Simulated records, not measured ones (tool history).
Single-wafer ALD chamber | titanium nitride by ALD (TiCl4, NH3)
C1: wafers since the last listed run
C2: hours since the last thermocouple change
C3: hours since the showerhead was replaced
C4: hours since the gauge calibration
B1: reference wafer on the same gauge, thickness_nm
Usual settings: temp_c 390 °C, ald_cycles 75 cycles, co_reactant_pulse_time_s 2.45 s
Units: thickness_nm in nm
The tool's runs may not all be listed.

run 1 hour=0 | temp_c=390 ald_cycles=75 co_reactant_pulse_time_s=2.45 | C1=0 C2=1994.1 C3=2645.5 C4=15 | B1=1.309 | thickness_nm=1.524
run 2 hour=16.6 | temp_c=390 ald_cycles=75 co_reactant_pulse_time_s=2.45 | C1=54 C2=2010.7 C3=2662.1 C4=31.6 | B1=1.31 | thickness_nm=1.523
run 3 hour=30.7 | temp_c=390 ald_cycles=75 co_reactant_pulse_time_s=2.45 | C1=46 C2=2024.8 C3=2676.2 C4=45.7 | B1=1.311 | thickness_nm=1.523
run 4 hour=43.6 | temp_c=390 ald_cycles=75 co_reactant_pulse_time_s=2.45 | C1=42 C2=2037.7 C3=2689.1 C4=58.6 | B1=1.31 | thickness_nm=1.518
run 5 hour=60.4 | temp_c=390 ald_cycles=75 co_reactant_pulse_time_s=2.45 | C1=55 C2=2054.5 C3=2705.9 C4=75.4 | B1=1.31 | thickness_nm=1.522
-- hour=74.2 showerhead replaced
run 6 hour=74.7 | temp_c=383 ald_cycles=75 co_reactant_pulse_time_s=2.45 | C1=20 C2=2068.8 C3=0.5 C4=89.7 | B1=1.31 | thickness_nm=1.514
run 7 hour=80.1 | temp_c=390 ald_cycles=75 co_reactant_pulse_time_s=2.45 | C1=17 C2=2074.2 C3=5.9 C4=95.1 | B1=1.31 | thickness_nm=1.52
run 8 hour=89.6 | temp_c=390 ald_cycles=75 co_reactant_pulse_time_s=1.99 | C1=31 C2=2083.7 C3=15.4 C4=104.6 | B1=1.31 | thickness_nm=1.508
-- hour=102.4 thermocouple changed; heater temperature recalibrated
run 9 hour=102.9 | temp_c=390 ald_cycles=75 co_reactant_pulse_time_s=2.45 | C1=17 C2=0.5 C3=28.7 C4=117.9 | B1=1.31 | thickness_nm=1.514
-- hour=107 gauge calibrated
run 10 hour=114.5 | temp_c=384 ald_cycles=75 co_reactant_pulse_time_s=1.93 | C1=37 C2=12.1 C3=40.3 C4=7.5 | B1=1.31 | thickness_nm=1.496
run 11 hour=129.1 | temp_c=390 ald_cycles=75 co_reactant_pulse_time_s=2.45 | C1=47 C2=26.7 C3=54.9 C4=22.1 | B1=1.31 | thickness_nm=1.517
run 12 hour=143.2 | temp_c=404 ald_cycles=86 co_reactant_pulse_time_s=2.45 | C1=46 C2=40.8 C3=69 C4=36.2 | B1=1.31 | thickness_nm=1.753
run 13 hour=153.3 | temp_c=390 ald_cycles=75 co_reactant_pulse_time_s=3.29 | C1=33 C2=50.9 C3=79.1 C4=46.3 | B1=1.311 | thickness_nm=1.542
run 14 hour=163.8 | temp_c=378 ald_cycles=75 co_reactant_pulse_time_s=3 | C1=34 C2=61.4 C3=89.6 C4=56.8 | B1=1.311 | thickness_nm=1.52
run 15 hour=170.1 | temp_c=390 ald_cycles=75 co_reactant_pulse_time_s=2.45 | C1=20 C2=67.7 C3=95.9 C4=63.1 | B1=1.311 | thickness_nm=1.521

Forecast each of these 4 alternatives for the next run:
run A hour=170.7 | temp_c=390 ald_cycles=89 co_reactant_pulse_time_s=2.45 | C1=1 C2=68.3 C3=96.5 C4=63.7 | B1=? | thickness_nm=?
run B hour=170.7 | temp_c=377 ald_cycles=89 co_reactant_pulse_time_s=1.9 | C1=1 C2=68.3 C3=96.5 C4=63.7 | B1=? | thickness_nm=?
run C hour=170.7 | temp_c=402 ald_cycles=64 co_reactant_pulse_time_s=2.45 | C1=1 C2=68.3 C3=96.5 C4=63.7 | B1=? | thickness_nm=?
run D hour=170.7 | temp_c=401 ald_cycles=75 co_reactant_pulse_time_s=2.89 | C1=1 C2=68.3 C3=96.5 C4=63.7 | B1=? | thickness_nm=?

run=A B1=1.311 thickness_nm=1.801
run=B B1=1.311 thickness_nm=1.764
run=C B1=1.311 thickness_nm=1.305
run=D B1=1.311 thickness_nm=1.537
Without the tool's hidden state the same runs would have given:
run=A thickness_nm=1.801
run=B thickness_nm=1.764
run=C thickness_nm=1.305
run=D thickness_nm=1.537

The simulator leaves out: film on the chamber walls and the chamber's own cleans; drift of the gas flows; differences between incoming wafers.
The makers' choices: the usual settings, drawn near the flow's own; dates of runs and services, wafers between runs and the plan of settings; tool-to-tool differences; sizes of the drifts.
